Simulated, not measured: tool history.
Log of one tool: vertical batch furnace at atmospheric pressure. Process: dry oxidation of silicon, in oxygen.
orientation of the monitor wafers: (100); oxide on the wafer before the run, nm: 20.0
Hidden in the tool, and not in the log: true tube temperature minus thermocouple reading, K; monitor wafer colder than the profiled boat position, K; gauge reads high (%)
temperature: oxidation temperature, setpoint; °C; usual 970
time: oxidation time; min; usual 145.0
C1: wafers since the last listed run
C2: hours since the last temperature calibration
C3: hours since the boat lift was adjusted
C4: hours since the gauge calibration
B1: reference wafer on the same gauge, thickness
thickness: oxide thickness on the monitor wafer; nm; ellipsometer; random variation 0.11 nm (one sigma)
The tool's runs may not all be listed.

Run 1, hour 0.0: usual settings; C1 0; C2 2011.9; C3 4301.2; C4 121.1; B1 77.17. Result: thickness 71.97 nm.
Run 2, hour 14.5: usual settings; C1 164; C2 2026.4; C3 4315.7; C4 135.6; B1 77.24. Result: thickness 72.08 nm.
Run 3, hour 26.7: usual settings; C1 138; C2 2038.6; C3 4327.9; C4 147.8; B1 77.29. Result: thickness 71.86 nm.
Run 4, hour 36.9: usual settings; C1 115; C2 2048.8; C3 4338.1; C4 158.0; B1 77.33. Result: thickness 72.18 nm.
Run 5, hour 63.4: usual settings; C1 300; C2 2075.3; C3 4364.6; C4 184.5; B1 77.39. Result: thickness 72.13 nm.
Run 6, hour 76.2: usual settings but temperature 986 °C; C1 145; C2 2088.1; C3 4377.4; C4 197.3; B1 77.44. Result: thickness 80.07 nm.
Run 7, hour 94.6: usual settings but temperature 986 °C; C1 208; C2 2106.5; C3 4395.8; C4 215.7; B1 77.53. Result: thickness 80.09 nm.
At hour 139.6: boat lift adjusted.
At hour 146.8: thermocouples replaced and temperature profile calibrated.
Run 8, hour 147.3: usual settings but temperature 989 °C, time 215.5 min; C1 244; C2 0.5; C3 7.7; C4 268.4; B1 77.68. Result: thickness 105.92 nm.
At hour 148.7: gauge calibrated.
Run 9, hour 154.0: usual settings; C1 76; C2 7.2; C3 14.4; C4 5.3; B1 76.76. Result: thickness 71.45 nm.
Run 10, hour 160.7: usual settings but temperature 984 °C; C1 76; C2 13.9; C3 21.1; C4 12.0; B1 76.82. Result: thickness 78.22 nm.

Forecast run 11:
Run 11, hour 171.3: usual settings but temperature 990 °C, time 110.5 min; C1 120; C2 24.5; C3 31.7; C4 22.6; B1 ?. Result: thickness ?.

{"run 11": {"B1": 76.82, "thickness": 69.21}}
Without the tool's hidden state the same run would have given thickness 69.19 nm.

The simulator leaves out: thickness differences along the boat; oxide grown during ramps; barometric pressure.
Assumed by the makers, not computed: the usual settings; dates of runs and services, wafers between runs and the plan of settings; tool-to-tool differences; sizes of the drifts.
